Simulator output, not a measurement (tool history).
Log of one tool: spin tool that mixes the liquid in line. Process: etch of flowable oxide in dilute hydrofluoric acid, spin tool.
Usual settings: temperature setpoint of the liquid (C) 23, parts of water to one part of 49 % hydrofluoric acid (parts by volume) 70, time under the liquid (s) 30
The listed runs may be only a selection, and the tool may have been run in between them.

run	day	temperature setpoint of the liquid (C)	parts of water to one part of 49 % hydrofluoric acid (parts by volume)	time under the liquid (s)	wafers since the last listed run	hours since the thermometer was replaced	hours since the hydrofluoric acid flow meter was replaced	hours since the gauge calibration	read-back film thickness of the flowable oxide reference wafer, read on the same gauge (nm)	thickness taken off the flowable oxide on a monitor wafer (angstrom)
1	0	23	70	30	0	1755.9	1674.2	942.8	90	196.3
2	2.904	23	70	30	948	1825.6	1743.9	1012.5	90.02	195.2
3	5.258	23	70	30	768	1882.1	1800.4	1069	90	195
4	7.8	23	70	35	830	1943.1	1861.4	1130	90.01	227.3
5	10.462	23	70	35	869	2007	1925.3	1193.9	89.99	228
6	13.158	23	70	30	880	2071.7	1990	1258.6	90	196.4
7	14.983	23	70	30	595	2115.5	2033.8	1302.4	90.02	195.1
8	16.3	23	70	30	429	2147.1	2065.4	1334	90.02	199.5
9	17.921	23	70	30	529	2186	2104.3	1372.9	90	198.5
# day 18.162: hydrofluoric acid flow meter replaced
10	20.917	23	70	30	964	2257.9	66.1	1444.8	89.98	199.7
11	23.808	23	95	30	944	2327.3	135.5	1514.2	90	141.9
12	26.238	23	95	30	793	2385.6	193.8	1572.5	90.02	143.1
# day 26.408: thermometer replaced
13	27.529	23	95	30	408	26.9	224.8	1603.5	90.01	150.4
14	30.154	20.5	50	15	857	89.9	287.8	1666.5	90	135.2
15	33.075	23	70	30	953	160	357.9	1736.6	89.99	212
16	34.217	26	95	20	372	187.4	385.3	1764	90	110.6
17	35.838	23	70	30	529	226.3	424.2	1802.9	90	212.3
# day 35.942: gauge calibrated
18	38.246	19.5	70	30	786	284.1	482	55.3	90.01	183.8
19	39.704	23	100	30	476	319.1	517	90.3	90.01	142
# day 40.571: thermometer replaced, repeated, since the last time left the tool worse
20	41.846	27	50	20	685	30.6	568.4	141.7	90	211.1
21	44.042	27	70	30	717	83.3	621.1	194.4	90.01	221.8
22	46.108	23	50	40	674	132.9	670.7	244	90	359.4
23	47.621	23	70	30	493	169.2	707	280.3	90.01	186.5
24	50.45	23	70	15	923	237.1	774.9	348.2	89.99	93.4
25	52.008	23	35	35	508	274.5	812.3	385.6	90	452.2

For run 26, what comes out?
26	54.558	23	70	40	832	335.7	873.5	446.8	?	?

read-back film thickness of the flowable oxide reference wafer, read on the same gauge (nm): 90.03
thickness taken off the flowable oxide on a monitor wafer (angstrom): 249.5
The same run, on a tool lacking any hidden state, would have yielded thickness taken off the flowable oxide on a monitor wafer (angstrom) 247.2.
